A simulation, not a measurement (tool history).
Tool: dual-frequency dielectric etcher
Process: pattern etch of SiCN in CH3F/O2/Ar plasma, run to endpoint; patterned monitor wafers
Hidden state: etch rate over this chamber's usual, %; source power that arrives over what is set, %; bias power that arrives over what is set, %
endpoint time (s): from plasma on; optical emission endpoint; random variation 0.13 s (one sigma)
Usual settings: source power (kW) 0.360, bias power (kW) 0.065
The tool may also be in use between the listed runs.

run,day,source power (kW),bias power (kW),wafers since the last listed run,hours since the last wet clean,hours since the last source power generator calibration,hours since the last bias power generator calibration,hours since the last upper electrode change,"incoming incoming film thickness, nm",endpoint time (s)
1,0.000,0.360,0.073,0,300.6,2685.5,1662.9,3010.8,8.33,20.4
2,1.188,0.360,0.073,303,329.1,2714.0,1691.4,3039.3,8.26,20.2
3,2.412,0.360,0.073,312,358.5,2743.4,1720.8,3068.7,8.24,20.0
# day 4.329: wet clean of the chamber
4,4.350,0.310,0.065,239,0.5,2789.9,1767.3,3115.2,8.29,24.7
5,4.612,0.310,0.065,66,6.8,2796.2,1773.6,3121.5,8.34,24.8
6,5.700,0.360,0.065,277,32.9,2822.3,1799.7,3147.6,8.17,21.9
7,6.642,0.360,0.065,240,55.5,2844.9,1822.3,3170.2,8.28,22.3
8,7.254,0.360,0.065,156,70.2,2859.6,1837.0,3184.9,8.21,22.0
9,8.442,0.360,0.065,303,98.7,2888.1,1865.5,3213.4,8.20,21.9
10,9.171,0.360,0.065,186,116.2,2905.6,1883.0,3230.9,8.33,22.5
11,10.321,0.360,0.065,293,143.8,2933.2,1910.6,3258.5,8.34,22.2
12,11.383,0.360,0.065,271,169.3,2958.7,1936.1,3284.0,8.30,21.8
13,12.229,0.360,0.065,215,189.6,2979.0,1956.4,3304.3,8.45,22.3
14,12.904,0.360,0.065,172,205.8,2995.2,1972.6,3320.5,8.27,21.8
15,13.958,0.390,0.077,269,231.1,3020.5,1997.9,3345.8,8.39,19.3
16,14.571,0.360,0.065,156,245.8,3035.2,2012.6,3360.5,8.36,21.8
# day 15.500: bias power generator calibrated
# day 16.338: upper electrode replaced
17,16.358,0.330,0.055,200,288.7,3078.1,20.6,0.5,8.36,25.5
18,16.996,0.390,0.077,162,304.0,3093.4,35.9,15.8,8.37,19.0
# day 18.100: source power generator calibrated
# day 18.692: wet clean of the chamber
19,18.712,0.320,0.065,244,0.5,14.7,77.1,57.0,8.33,24.5
20,18.921,0.360,0.065,53,5.5,19.7,82.1,62.0,8.26,22.3
21,20.633,0.360,0.080,437,46.6,60.8,123.2,103.1,8.29,20.3
22,21.892,0.310,0.058,321,76.8,91.0,153.4,133.3,8.30,26.4
23,22.517,0.310,0.070,159,91.8,106.0,168.4,148.3,8.27,23.5
24,23.042,0.270,0.060,133,104.4,118.6,181.0,160.9,8.42,28.7
25,23.846,0.290,0.050,205,123.7,137.9,200.3,180.2,8.25,29.7
26,24.738,0.360,0.065,227,145.1,159.3,221.7,201.6,8.30,22.2
27,25.775,0.300,0.065,264,170.0,184.2,246.6,226.5,8.31,24.9
28,26.879,0.420,0.051,281,196.5,210.7,273.1,253.0,8.33,23.3

The tool's hidden state at each run:
source power that arrives over what is set, %: 0 in every run
bias power that arrives over what is set, %: 0 in every run
H1: etch rate over this chamber's usual, %
run,H1
1,4.39
2,4.79
3,5.2
4,0.778
5,0.866
6,1.23
7,1.55
8,1.76
9,2.15
10,2.4
11,2.79
12,3.14
13,3.43
14,3.66
15,4.01
16,4.22
17,4.82
18,5.03
19,-0.176
20,-0.106
21,0.47
22,0.894
23,1.1
24,1.28
25,1.55
26,1.85
27,2.2
28,2.57

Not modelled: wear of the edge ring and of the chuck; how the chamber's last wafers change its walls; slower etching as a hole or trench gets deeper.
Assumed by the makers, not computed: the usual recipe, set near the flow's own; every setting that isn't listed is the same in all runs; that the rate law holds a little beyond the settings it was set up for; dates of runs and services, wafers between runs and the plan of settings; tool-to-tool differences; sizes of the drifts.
